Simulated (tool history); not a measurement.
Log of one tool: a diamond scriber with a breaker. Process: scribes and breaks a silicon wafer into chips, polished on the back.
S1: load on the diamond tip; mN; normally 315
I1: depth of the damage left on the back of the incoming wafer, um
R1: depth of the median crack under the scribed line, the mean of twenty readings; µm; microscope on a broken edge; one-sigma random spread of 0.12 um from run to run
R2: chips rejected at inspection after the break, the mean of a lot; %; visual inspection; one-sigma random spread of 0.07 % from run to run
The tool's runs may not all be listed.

{"run": 1, "hour": 0.0, "S1": 315, "I1": 0.04, "R1": 12.84, "R2": 1.71}
{"run": 2, "hour": 64.8, "S1": 386, "I1": 0.02, "R1": 14.39, "R2": 2.14}
{"run": 3, "hour": 89.1, "S1": 251, "I1": 0.04, "R1": 10.22, "R2": 8.03}
{"run": 4, "hour": 140.2, "S1": 251, "I1": 0.04, "R1": 10.13, "R2": 9.44}
{"hour": 175.5, "done": "diamond tip replaced by a new one"}
{"run": 5, "hour": 192.8, "S1": 315, "I1": 0.02, "R1": 13.51, "R2": 1.47}
{"run": 6, "hour": 252.3, "S1": 315, "I1": 0.01, "R1": 13.55, "R2": 1.48}
{"run": 7, "hour": 277.0, "S1": 315, "I1": 0.02, "R1": 13.32, "R2": 1.42}
{"run": 8, "hour": 306.2, "S1": 315, "I1": 0.02, "R1": 13.29, "R2": 1.38}
{"run": 9, "hour": 370.0, "S1": 374, "I1": 0.04, "R1": 15.23, "R2": 3.02}
{"run": 10, "hour": 410.0, "S1": 374, "I1": 0.01, "R1": 15.03, "R2": 2.8}
{"hour": 429.7, "done": "load on the tip recalibrated"}
{"run": 11, "hour": 481.7, "S1": 315, "I1": 0.04, "R1": 13.04, "R2": 1.46}
{"run": 12, "hour": 515.7, "S1": 271, "I1": 0.04, "R1": 11.63, "R2": 3.6}
{"run": 13, "hour": 578.3, "S1": 282, "I1": 0.05, "R1": 11.66, "R2": 3.14}
{"run": 14, "hour": 613.1, "S1": 282, "I1": 0.03, "R1": 11.95, "R2": 3.17}
{"run": 15, "hour": 657.2, "S1": 270, "I1": 0.04, "R1": 11.28, "R2": 4.45}
{"run": 16, "hour": 687.8, "S1": 338, "I1": 0.03, "R1": 13.45, "R2": 1.26}
{"run": 17, "hour": 714.7, "S1": 338, "I1": 0.01, "R1": 13.24, "R2": 1.41}
{"run": 18, "hour": 759.9, "S1": 315, "I1": 0.02, "R1": 12.52, "R2": 2.08}
{"hour": 776.6, "done": "diamond tip replaced by a new one"}
{"run": 19, "hour": 791.3, "S1": 315, "I1": 0.02, "R1": 11.24, "R2": 4.54}
{"run": 20, "hour": 842.5, "S1": 315, "I1": 0.04, "R1": 11.31, "R2": 4.89}
{"run": 21, "hour": 876.8, "S1": 373, "I1": 0.04, "R1": 12.93, "R2": 1.74}
{"run": 22, "hour": 934.3, "S1": 222, "I1": 0.02, "R1": 8.37, "R2": 20.47}
{"run": 23, "hour": 983.3, "S1": 351, "I1": 0.04, "R1": 12.12, "R2": 2.45}
{"run": 24, "hour": 1043.1, "S1": 258, "I1": 0.02, "R1": 9.52, "R2": 13.43}
{"run": 25, "hour": 1076.8, "S1": 315, "I1": 0.04, "R1": 11.11, "R2": 5.73}
{"run": 26, "hour": 1129.0, "S1": 284, "I1": 0.04, "R1": 9.85, "R2": 10.2}
{"hour": 1151.7, "done": "diamond tip replaced by a new one, repeated, since the last time left the tool worse"}
{"run": 27, "hour": 1173.2, "S1": 315, "I1": 0.02, "R1": 13.15, "R2": 1.54}
{"hour": 1190.9, "done": "load on the tip recalibrated"}
{"run": 28, "hour": 1237.9, "S1": 288, "I1": 0.03, "R1": 12.15, "R2": 2.32}
{"run": 29, "hour": 1305.4, "S1": 231, "I1": 0.01, "R1": 10.05, "R2": 8.63}
{"run": 30, "hour": 1359.7, "S1": 272, "I1": 0.03, "R1": 11.62, "R2": 3.19}
{"run": 31, "hour": 1402.0, "S1": 315, "I1": 0.03, "R1": 13.02, "R2": 1.7}
{"run": 32, "hour": 1455.5, "S1": 370, "I1": 0.02, "R1": 14.63, "R2": 2.14}
{"run": 33, "hour": 1519.5, "S1": 238, "I1": 0.01, "R1": 9.98, "R2": 8.76}
{"run": 34, "hour": 1563.2, "S1": 242, "I1": 0.04, "R1": 10.23, "R2": 8.7}
{"run": 35, "hour": 1611.0, "S1": 234, "I1": 0.03, "R1": 9.79, "R2": 10.0}
{"run": 36, "hour": 1680.8, "S1": 230, "I1": 0.03, "R1": 9.57, "R2": 13.6}
{"hour": 1784.6, "done": "diamond tip replaced by a new one"}
{"hour": 1793.8, "done": "load on the tip recalibrated"}
{"run": 37, "hour": 1806.9, "S1": 291, "I1": 0.02, "R1": 12.56, "R2": 1.93}
{"run": 38, "hour": 1847.7, "S1": 315, "I1": 0.01, "R1": 13.47, "R2": 1.5}
{"run": 39, "hour": 1902.3, "S1": 315, "I1": 0.03, "R1": 13.15, "R2": 1.28}
{"run": 40, "hour": 1960.9, "S1": 315, "I1": 0.03, "R1": 13.32, "R2": 1.43}

What if the next run were any one of these 5? Each begins from the tool's condition after run 40:
{"run": "A", "hour": 1961.4, "S1": 315, "I1": 0.02, "R1": "?", "R2": "?"}
{"run": "B", "hour": 1961.4, "S1": 243, "I1": 0.02, "R1": "?", "R2": "?"}
{"run": "C", "hour": 1961.4, "S1": 352, "I1": 0.02, "R1": "?", "R2": "?"}
{"run": "D", "hour": 1961.4, "S1": 229, "I1": 0.02, "R1": "?", "R2": "?"}
{"run": "E", "hour": 1961.4, "S1": 360, "I1": 0.02, "R1": "?", "R2": "?"}

run=A R1=13.36 R2=1.25
run=B R1=10.80 R2=5.63
run=C R1=14.59 R2=1.66
run=D R1=10.27 R2=7.72
run=E R1=14.85 R2=1.90
The same runs, with their run-to-run variation unchanged, on a tool lacking any hidden condition would have given:
run=A R1=13.58 R2=1.22
run=B R1=10.98 R2=5.04
run=C R1=14.83 R2=1.88
run=D R1=10.44 R2=7.01
run=E R1=15.09 R2=2.17

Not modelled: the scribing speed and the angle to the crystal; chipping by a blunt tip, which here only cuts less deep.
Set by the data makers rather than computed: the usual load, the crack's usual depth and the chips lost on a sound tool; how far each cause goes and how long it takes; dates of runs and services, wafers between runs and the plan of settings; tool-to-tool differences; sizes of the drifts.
